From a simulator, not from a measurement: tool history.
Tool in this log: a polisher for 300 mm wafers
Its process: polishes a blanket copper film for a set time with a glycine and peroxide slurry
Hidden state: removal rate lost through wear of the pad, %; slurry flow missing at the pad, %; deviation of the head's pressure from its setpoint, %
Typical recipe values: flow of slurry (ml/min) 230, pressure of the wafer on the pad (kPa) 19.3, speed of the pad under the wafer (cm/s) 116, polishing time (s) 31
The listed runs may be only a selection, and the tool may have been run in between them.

run	hour	flow of slurry (ml/min)	pressure of the wafer on the pad (kPa)	speed of the pad under the wafer (cm/s)	polishing time (s)	wafers since the last listed run	wafers polished on this pad	hours since the slurry nozzle was cleaned	hours since the head pressure was calibrated	incoming thickness of the incoming film, nm	film removed (angstrom)
1	0	230	19.3	116	31	0	1220	265.9	245.4	1915.8	1586
# hour 29.1: worn pad replaced by a new one
2	29.6	230	15.9	116	31	275	5	295.5	275	1920.9	1404
# hour 33.1: slurry nozzle cleaned
3	121.7	230	15.9	116	31	980	985	88.6	367.1	1928.8	1381
4	138.7	230	15.9	116	31	182	1168	105.6	384.1	1914.3	1394
5	167.5	230	19.3	116	31	309	1478	134.4	412.9	1934.6	1558
6	183	175	19.3	116	31	166	1645	149.9	428.4	1920.6	1510
# hour 191.8: worn pad replaced by a new one
7	204.6	175	19.3	116	31	189	137	171.5	450	1934.7	1491
8	227.6	230	19.3	116	34	247	384	194.5	473	1907.9	1687
9	244.2	230	19.3	130	31	178	563	211.1	489.6	1909.6	1666
10	268.1	230	19.3	130	31	257	820	235	513.5	1917.2	1690
11	308.5	230	19.3	130	31	434	1255	275.4	553.9	1944.4	1647
# hour 318.8: slurry nozzle cleaned
12	327	230	19.3	116	31	188	1443	8.2	572.4	1920.8	1530
# hour 341.8: worn pad replaced by a new one
13	358.4	230	19.3	116	31	294	178	39.6	603.8	1867.8	1524
14	376.8	230	19.3	90	31	198	376	58	622.2	1886.2	1274
15	397.5	230	19.3	116	31	222	599	78.7	642.9	1921.4	1523
16	429.3	230	19.3	116	31	342	941	110.5	674.7	1911.7	1500
17	452.4	230	19.3	116	23	248	1190	133.6	697.8	1904.3	1119
18	469.2	230	19.3	78	31	180	1370	150.4	714.6	1909.2	1127
# hour 479.5: head pressure recalibrated
19	487.2	285	15.2	78	31	172	1543	168.4	7.7	1941.1	1067
20	510.5	195	15.2	132	31	250	1793	191.7	31	1894.2	1463
# hour 517: worn pad replaced by a new one
21	530.1	230	19.3	116	31	167	141	211.3	50.6	1931.9	1578

Run 22 is up next; what results do you expect?
22	549.3	230	19.3	116	31	206	348	230.5	69.8	1903	?

{"run 22": {"film removed (angstrom)": 1567}}
Take away the tool's hidden state, keep the run-to-run variation as it was, and the same run would have given film removed (angstrom) 1562.
